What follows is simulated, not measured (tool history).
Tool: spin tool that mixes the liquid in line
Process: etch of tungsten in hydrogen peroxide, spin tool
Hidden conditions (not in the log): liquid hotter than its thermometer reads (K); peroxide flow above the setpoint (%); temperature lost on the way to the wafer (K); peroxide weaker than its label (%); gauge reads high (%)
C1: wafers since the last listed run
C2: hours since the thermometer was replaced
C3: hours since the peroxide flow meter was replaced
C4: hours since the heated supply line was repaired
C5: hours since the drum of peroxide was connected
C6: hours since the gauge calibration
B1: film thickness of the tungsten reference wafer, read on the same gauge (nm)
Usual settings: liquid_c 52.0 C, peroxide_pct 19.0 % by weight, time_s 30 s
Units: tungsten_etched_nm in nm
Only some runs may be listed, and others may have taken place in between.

Run 1, hour 0.0: usual settings but liquid_c 58.5 C; C1 0; C2 850.4; C3 333.5; C4 2124.5; C5 339.2; C6 659.3; B1 119.98. Result: tungsten_etched_nm 101.48 nm.
Run 2, hour 142.0: usual settings but peroxide_pct 22.0 % by weight, time_s 25 s; C1 2611; C2 992.4; C3 475.5; C4 2266.5; C5 481.2; C6 801.3; B1 120.04. Result: tungsten_etched_nm 61.75 nm.
Run 3, hour 207.6: usual settings but peroxide_pct 22.0 % by weight, time_s 25 s; C1 1206; C2 1058.0; C3 541.1; C4 2332.1; C5 546.8; C6 866.9; B1 119.99. Result: tungsten_etched_nm 61.74 nm.
Run 4, hour 289.2: usual settings but peroxide_pct 22.0 % by weight, time_s 25 s; C1 1500; C2 1139.6; C3 622.7; C4 2413.7; C5 628.4; C6 948.5; B1 120.01. Result: tungsten_etched_nm 61.84 nm.
Run 5, hour 333.9: usual settings; C1 822; C2 1184.3; C3 667.4; C4 2458.4; C5 673.1; C6 993.2; B1 120.03. Result: tungsten_etched_nm 68.70 nm.
Run 6, hour 388.6: usual settings; C1 1006; C2 1239.0; C3 722.1; C4 2513.1; C5 727.8; C6 1047.9; B1 120.02. Result: tungsten_etched_nm 69.13 nm.
Run 7, hour 492.4: usual settings but time_s 45 s; C1 1909; C2 1342.8; C3 825.9; C4 2616.9; C5 831.6; C6 1151.7; B1 119.99. Result: tungsten_etched_nm 102.77 nm.
Run 8, hour 558.3: usual settings but time_s 45 s; C1 1212; C2 1408.7; C3 891.8; C4 2682.8; C5 897.5; C6 1217.6; B1 119.98. Result: tungsten_etched_nm 103.98 nm.
Run 9, hour 609.5: usual settings but time_s 35 s; C1 941; C2 1459.9; C3 943.0; C4 2734.0; C5 948.7; C6 1268.8; B1 120.02. Result: tungsten_etched_nm 80.01 nm.
At hour 636.0: gauge calibrated.
Run 10, hour 669.4: usual settings but peroxide_pct 22.0 % by weight; C1 1101; C2 1519.8; C3 1002.9; C4 2793.9; C5 1008.6; C6 33.4; B1 120.03. Result: tungsten_etched_nm 73.91 nm.
At hour 677.2: thermometer replaced.
Run 11, hour 730.2: usual settings but peroxide_pct 22.0 % by weight; C1 1099; C2 53.0; C3 1063.7; C4 2854.7; C5 1069.4; C6 94.2; B1 120.01. Result: tungsten_etched_nm 73.39 nm.
Run 12, hour 783.9: usual settings; C1 987; C2 106.7; C3 1117.4; C4 2908.4; C5 1123.1; C6 147.9; B1 119.99. Result: tungsten_etched_nm 68.40 nm.
Run 13, hour 861.2: usual settings; C1 1421; C2 184.0; C3 1194.7; C4 2985.7; C5 1200.4; C6 225.2; B1 119.98. Result: tungsten_etched_nm 68.42 nm.
Run 14, hour 929.2: usual settings but liquid_c 61.0 C, peroxide_pct 15.5 % by weight, time_s 45 s; C1 1250; C2 252.0; C3 1262.7; C4 3053.7; C5 1268.4; C6 293.2; B1 119.97. Result: tungsten_etched_nm 159.26 nm.
Run 15, hour 983.8: usual settings but liquid_c 56.5 C, peroxide_pct 23.0 % by weight, time_s 15 s; C1 1004; C2 306.6; C3 1317.3; C4 3108.3; C5 1323.0; C6 347.8; B1 119.99. Result: tungsten_etched_nm 49.14 nm.
Run 16, hour 1026.5: usual settings but peroxide_pct 17.0 % by weight, time_s 45 s; C1 785; C2 349.3; C3 1360.0; C4 3151.0; C5 1365.7; C6 390.5; B1 120.01. Result: tungsten_etched_nm 97.70 nm.
Run 17, hour 1170.6: usual settings but time_s 15 s; C1 2650; C2 493.4; C3 1504.1; C4 3295.1; C5 1509.8; C6 534.6; B1 120.01. Result: tungsten_etched_nm 34.50 nm.
At hour 1180.9: new drum of peroxide connected.
Run 18, hour 1239.4: usual settings but liquid_c 54.5 C; C1 1246; C2 562.2; C3 1572.9; C4 3363.9; C5 58.5; C6 603.4; B1 120.01. Result: tungsten_etched_nm 79.54 nm.
At hour 1266.3: peroxide flow meter replaced.
At hour 1324.8: heated supply line repaired.
Run 19, hour 1344.9: usual settings; C1 1903; C2 667.7; C3 78.6; C4 20.1; C5 164.0; C6 708.9; B1 120.01. Result: tungsten_etched_nm 68.67 nm.
Run 20, hour 1417.8: usual settings but liquid_c 48.0 C, peroxide_pct 24.0 % by weight, time_s 25 s; C1 1340; C2 740.6; C3 151.5; C4 93.0; C5 236.9; C6 781.8; B1 119.97. Result: tungsten_etched_nm 50.32 nm.
Run 21, hour 1497.0: usual settings but liquid_c 56.0 C, time_s 50 s; C1 1456; C2 819.8; C3 230.7; C4 172.2; C5 316.1; C6 861.0; B1 120.00. Result: tungsten_etched_nm 145.45 nm.
Run 22, hour 1596.2: usual settings but liquid_c 49.0 C, time_s 45 s; C1 1824; C2 919.0; C3 329.9; C4 271.4; C5 415.3; C6 960.2; B1 119.97. Result: tungsten_etched_nm 85.67 nm.
Run 23, hour 1657.8: usual settings but liquid_c 54.5 C, time_s 15 s; C1 1132; C2 980.6; C3 391.5; C4 333.0; C5 476.9; C6 1021.8; B1 120.01. Result: tungsten_etched_nm 40.13 nm.
Run 24, hour 1703.5: usual settings; C1 840; C2 1026.3; C3 437.2; C4 378.7; C5 522.6; C6 1067.5; B1 120.00. Result: tungsten_etched_nm 68.52 nm.

What if the next run were any one of these 4? Each begins from the tool's condition after run 24:
Run A, hour 1703.9: usual settings but time_s 20 s; C1 7; C2 1026.7; C3 437.6; C4 379.1; C5 523.0; C6 1067.9; B1 ?. Result: tungsten_etched_nm ?.
Run B, hour 1703.9: usual settings but liquid_c 45.5 C; C1 7; C2 1026.7; C3 437.6; C4 379.1; C5 523.0; C6 1067.9; B1 ?. Result: tungsten_etched_nm ?.
Run C, hour 1703.9: usual settings but peroxide_pct 22.5 % by weight, time_s 40 s; C1 7; C2 1026.7; C3 437.6; C4 379.1; C5 523.0; C6 1067.9; B1 ?. Result: tungsten_etched_nm ?.
Run D, hour 1703.9: usual settings but liquid_c 62.0 C, peroxide_pct 15.5 % by weight; C1 7; C2 1026.7; C3 437.6; C4 379.1; C5 523.0; C6 1067.9; B1 ?. Result: tungsten_etched_nm ?.

run      B1  tungsten_etched_nm
  A  119.97               45.93
  B  119.97               46.16
  C  119.97               99.96
  D  119.97              111.77
Without the tool's hidden state the same runs would have given:
run  tungsten_etched_nm
  A               45.93
  B               46.16
  C               99.96
  D              111.77
